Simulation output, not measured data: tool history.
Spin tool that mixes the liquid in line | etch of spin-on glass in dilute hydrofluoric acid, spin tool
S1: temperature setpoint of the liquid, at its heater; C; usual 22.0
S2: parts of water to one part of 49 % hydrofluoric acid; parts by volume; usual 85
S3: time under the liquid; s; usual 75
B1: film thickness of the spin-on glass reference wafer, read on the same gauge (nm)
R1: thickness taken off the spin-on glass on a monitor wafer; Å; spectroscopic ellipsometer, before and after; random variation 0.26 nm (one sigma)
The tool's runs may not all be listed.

| run | day | S1 | S2 | S3 | B1 | R1 |
|---|---|---|---|---|---|---|
| 1 | 0.000 | 19.0 | 65 | 75 | 59.99 | 406.6 |
| 2 | 1.912 | 19.0 | 65 | 75 | 60.00 | 400.5 |
| 3 | 4.067 | 19.0 | 65 | 75 | 59.99 | 399.1 |
| 4 | 8.192 | 22.0 | 85 | 75 | 59.97 | 336.9 |
| 5 | 10.200 | 22.0 | 85 | 75 | 59.99 | 333.3 |
| 6 | 14.004 | 22.0 | 85 | 75 | 59.99 | 328.5 |
| 7 | 15.742 | 22.0 | 85 | 75 | 60.00 | 331.4 |
| 8 | 19.300 | 22.0 | 85 | 75 | 60.03 | 330.1 |
| 9 | 23.271 | 22.0 | 85 | 75 | 60.01 | 329.6 |
| 10 | 25.558 | 22.0 | 85 | 75 | 59.98 | 329.4 |
| 11 | 27.188 | 24.0 | 85 | 75 | 60.02 | 353.6 |
|  | 28.288 | hydrofluoric acid flow meter replaced |
| 12 | 28.796 | 22.0 | 85 | 75 | 60.01 | 345.2 |
| 13 | 32.454 | 22.0 | 85 | 75 | 60.00 | 339.8 |
| 14 | 36.646 | 22.0 | 85 | 75 | 59.99 | 335.4 |
| 15 | 38.421 | 22.0 | 85 | 75 | 59.99 | 336.5 |
| 16 | 40.871 | 17.5 | 50 | 75 | 60.01 | 490.7 |
| 17 | 43.412 | 22.0 | 95 | 60 | 60.01 | 238.7 |
| 18 | 47.300 | 20.0 | 85 | 90 | 59.99 | 362.6 |
| 19 | 48.958 | 22.0 | 85 | 30 | 60.00 | 132.5 |
| 20 | 51.075 | 22.0 | 85 | 75 | 60.04 | 333.7 |
| 21 | 52.638 | 26.5 | 85 | 75 | 59.98 | 400.7 |
| 22 | 54.421 | 22.0 | 70 | 75 | 59.97 | 406.0 |
|  | 55.079 | thermometer replaced |
| 23 | 56.104 | 24.0 | 125 | 30 | 60.02 | 95.7 |
|  | 59.504 | gauge calibrated |
| 24 | 60.008 | 22.0 | 85 | 75 | 59.98 | 341.1 |
| 25 | 63.525 | 22.0 | 85 | 105 | 60.01 | 466.3 |
| 26 | 65.996 | 19.0 | 85 | 75 | 59.99 | 294.6 |
| 27 | 68.292 | 19.0 | 55 | 35 | 60.00 | 218.6 |
| 28 | 73.475 | 19.0 | 55 | 35 | 60.01 | 218.0 |
| 29 | 77.346 | 22.0 | 85 | 75 | 59.99 | 326.1 |
|  | 78.867 | hydrofluoric acid flow meter replaced |
| 30 | 81.812 | 22.0 | 85 | 75 | 60.01 | 338.7 |

Hidden state or all else? Some run-to-run changes of R1, split into what the settings, what came in and random variation would give without the hidden state, and what is left for the hidden state (with any gauge scatter that isn't in both results):
The hidden state here: liquid colder than its thermometer reads (K); hydrofluoric acid flow below the setpoint (%); gauge reads high (%).
Run 11 -> 12: S1 24.0 -> 22.0, hydrofluoric acid flow meter replaced. R1 -8.4 Å: hidden state +22.2, all else -30.6.
Run 16 -> 17: S1 17.5 -> 22.0, S2 50 -> 95, S3 75 -> 60. R1 -252.0 Å: hidden state +11.3, all else -263.3.
Run 19 -> 20: S3 30 -> 75. R1 +201.2 Å: hidden state -13.7, all else +214.9.
Run 22 -> 23: S1 22.0 -> 24.0, S2 70 -> 125, S3 75 -> 30, thermometer replaced. R1 -310.3 Å: hidden state +25.7, all else -336.0.
Run 23 -> 24: S1 24.0 -> 22.0, S2 125 -> 85, S3 30 -> 75, gauge calibrated. R1 +245.4 Å: hidden state -11.1, all else +256.5.
